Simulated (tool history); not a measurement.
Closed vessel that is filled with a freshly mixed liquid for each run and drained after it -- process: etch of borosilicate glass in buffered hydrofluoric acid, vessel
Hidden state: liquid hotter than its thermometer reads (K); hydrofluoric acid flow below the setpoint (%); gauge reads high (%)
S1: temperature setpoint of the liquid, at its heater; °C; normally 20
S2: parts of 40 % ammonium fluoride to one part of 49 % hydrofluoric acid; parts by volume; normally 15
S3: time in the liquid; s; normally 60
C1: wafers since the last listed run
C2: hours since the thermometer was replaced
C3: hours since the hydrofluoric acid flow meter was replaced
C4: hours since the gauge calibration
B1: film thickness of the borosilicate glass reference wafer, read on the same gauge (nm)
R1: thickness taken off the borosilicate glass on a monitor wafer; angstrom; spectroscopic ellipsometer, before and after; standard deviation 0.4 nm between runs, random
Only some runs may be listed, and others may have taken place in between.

Run 1, hour 0: usual settings but S2 10 parts by volume, S3 35 s; C1 0; C2 661.3; C3 522.7; C4 2367.1; B1 110.01. Result: R1 392.5 angstrom.
At hour 44.2: thermometer replaced.
Run 2, hour 46.9: usual settings but S2 10 parts by volume, S3 35 s; C1 5312; C2 2.7; C3 569.6; C4 2414; B1 110.02. Result: R1 355.9 angstrom.
Run 3, hour 104.1: usual settings but S1 17.5 °C; C1 6620; C2 59.9; C3 626.8; C4 2471.2; B1 110.01. Result: R1 358.2 angstrom.
Run 4, hour 190.8: usual settings but S1 17.5 °C; C1 10034; C2 146.6; C3 713.5; C4 2557.9; B1 109.99. Result: R1 364.4 angstrom.
Run 5, hour 246.9: usual settings but S1 17.5 °C; C1 6493; C2 202.7; C3 769.6; C4 2614; B1 109.99. Result: R1 367.5 angstrom.
Run 6, hour 292.8: usual settings but S1 21 °C; C1 5312; C2 248.6; C3 815.5; C4 2659.9; B1 110. Result: R1 447.8 angstrom.
Run 7, hour 356.4: usual settings but S1 21 °C; C1 7361; C2 312.2; C3 879.1; C4 2723.5; B1 110.01. Result: R1 454.9 angstrom.
At hour 377.7: hydrofluoric acid flow meter replaced.
Run 8, hour 393.2: usual settings but S1 17.5 °C, S3 45 s; C1 4143; C2 349; C3 15.5; C4 2760.3; B1 109.99. Result: R1 280.9 angstrom.
Run 9, hour 431.3: usual settings but S1 23.5 °C; C1 4409; C2 387.1; C3 53.6; C4 2798.4; B1 109.99. Result: R1 532 angstrom.
Run 10, hour 477.9: usual settings but S1 22 °C, S2 18 parts by volume, S3 90 s; C1 5393; C2 433.7; C3 100.2; C4 2845; B1 110.03. Result: R1 606.8 angstrom.
Run 11, hour 526.6: usual settings but S1 18.5 °C, S2 17.5 parts by volume, S3 85 s; C1 5636; C2 482.4; C3 148.9; C4 2893.7; B1 110.01. Result: R1 498.6 angstrom.
Run 12, hour 610.2: usual settings but S1 22 °C, S2 11.5 parts by volume, S3 80 s; C1 9675; C2 566; C3 232.5; C4 2977.3; B1 110.01. Result: R1 849.6 angstrom.
At hour 708.2: thermometer replaced.
Run 13, hour 708.7: usual settings but S3 40 s; C1 11284; C2 0.5; C3 331; C4 3075.8; B1 109.99. Result: R1 283.5 angstrom.
Run 14, hour 1022.6: usual settings but S1 22.5 °C, S2 18.5 parts by volume, S3 70 s; C1 36331; C2 314.4; C3 644.9; C4 3389.7; B1 110.01. Result: R1 470.4 angstrom.
Run 15, hour 1112.9: usual settings but S1 18 °C, S2 11.5 parts by volume, S3 85 s; C1 10451; C2 404.7; C3 735.2; C4 3480; B1 109.99. Result: R1 729.1 angstrom.
Run 16, hour 1202.7: usual settings; C1 10393; C2 494.5; C3 825; C4 3569.8; B1 109.97. Result: R1 441.2 angstrom.
Run 17, hour 1274.6: usual settings but S2 17.5 parts by volume; C1 8321; C2 566.4; C3 896.9; C4 3641.7; B1 110.03. Result: R1 389.1 angstrom.
At hour 1303.8: gauge calibrated.
Run 18, hour 1377.8: usual settings but S2 10 parts by volume; C1 11944; C2 669.6; C3 1000.1; C4 74; B1 110.01. Result: R1 675.8 angstrom.
At hour 1384.3: hydrofluoric acid flow meter replaced.
At hour 1396.9: thermometer replaced.
Run 19, hour 1449.4: usual settings but S2 9.5 parts by volume, S3 80 s; C1 8055; C2 52.5; C3 65.1; C4 145.6; B1 109.99. Result: R1 863.8 angstrom.
Run 20, hour 1485.9: usual settings but S1 25 °C; C1 4224; C2 89; C3 101.6; C4 182.1; B1 110.01. Result: R1 550.4 angstrom.
Run 21, hour 1581.3: usual settings but S3 35 s; C1 11041; C2 184.4; C3 197; C4 277.5; B1 110.01. Result: R1 246.7 angstrom.
Run 22, hour 1628: usual settings but S1 18 °C, S2 20 parts by volume, S3 85 s; C1 5405; C2 231.1; C3 243.7; C4 324.2; B1 109.99. Result: R1 412 angstrom.
Run 23, hour 1706.2: usual settings but S1 18 °C, S2 9.5 parts by volume, S3 40 s; C1 9050; C2 309.3; C3 321.9; C4 402.4; B1 110.02. Result: R1 405.3 angstrom.
Run 24, hour 1750.7: usual settings; C1 5150; C2 353.8; C3 366.4; C4 446.9; B1 109.99. Result: R1 438.7 angstrom.
Run 25, hour 1840.4: usual settings but S1 18 °C, S2 13 parts by volume, S3 80 s; C1 10382; C2 443.5; C3 456.1; C4 536.6; B1 109.98. Result: R1 609.4 angstrom.
Run 26, hour 1899.8: usual settings but S2 9.5 parts by volume, S3 80 s; C1 6875; C2 502.9; C3 515.5; C4 596; B1 110. Result: R1 912.9 angstrom.
Run 27, hour 2043.1: usual settings but S1 22.5 °C; C1 16585; C2 646.2; C3 658.8; C4 739.3; B1 109.99. Result: R1 522.8 angstrom.
At hour 2045.4: thermometer replaced.
Run 28, hour 2089.4: usual settings but S1 18.5 °C, S2 9.5 parts by volume; C1 5243; C2 44; C3 705.1; C4 785.6; B1 110. Result: R1 585.9 angstrom.
Run 29, hour 2154.5: usual settings; C1 7534; C2 109.1; C3 770.2; C4 850.7; B1 109.99. Result: R1 418.6 angstrom.
At hour 2301.6: hydrofluoric acid flow meter replaced.
Run 30, hour 2317: usual settings but S3 30 s; C1 18692; C2 271.6; C3 15.4; C4 1013.2; B1 110. Result: R1 217.3 angstrom.
Run 31, hour 2387.1: usual settings but S2 19.5 parts by volume, S3 35 s; C1 8113; C2 341.7; C3 85.5; C4 1083.3; B1 110.01. Result: R1 195 angstrom.

Across each entry between runs, compare the hidden state at the last listed run before it with the hidden state at the first listed run after it:
In the gap between runs 1 and 2: thermometer replaced (hour 44.2)
  liquid hotter than its thermometer reads (K): 1.77 -> 0.0267
  measured result minus the result with no hidden state, R1: +36 -> +0.6 angstrom
In the gap between runs 7 and 8: hydrofluoric acid flow meter replaced (hour 377.7)
  liquid hotter than its thermometer reads (K): 0.795 -> 0.887
  measured result minus the result with no hidden state, R1: +19.5 -> +13.6 angstrom
In the gap between runs 12 and 13: thermometer replaced (hour 708.2)
  liquid hotter than its thermometer reads (K): 1.43 -> 0.259
  measured result minus the result with no hidden state, R1: +63.1 -> +4 angstrom
In the gap between runs 17 and 18: gauge calibrated (hour 1303.8)
  liquid hotter than its thermometer reads (K): 1.66 -> 1.92
  measured result minus the result with no hidden state, R1: +33.8 -> +67 angstrom
In the gap between runs 18 and 19: hydrofluoric acid flow meter replaced (hour 1384.3); thermometer replaced (hour 1396.9)
  liquid hotter than its thermometer reads (K): 1.92 -> 0.304
  measured result minus the result with no hidden state, R1: +67 -> +14 angstrom
In the gap between runs 27 and 28: thermometer replaced (hour 2045.4)
  liquid hotter than its thermometer reads (K): 1.78 -> 0.203
  measured result minus the result with no hidden state, R1: +47.8 -> +6.4 angstrom
In the gap between runs 29 and 30: hydrofluoric acid flow meter replaced (hour 2301.6)
  liquid hotter than its thermometer reads (K): 0.364 -> 0.768
  measured result minus the result with no hidden state, R1: +8.2 -> +9 angstrom
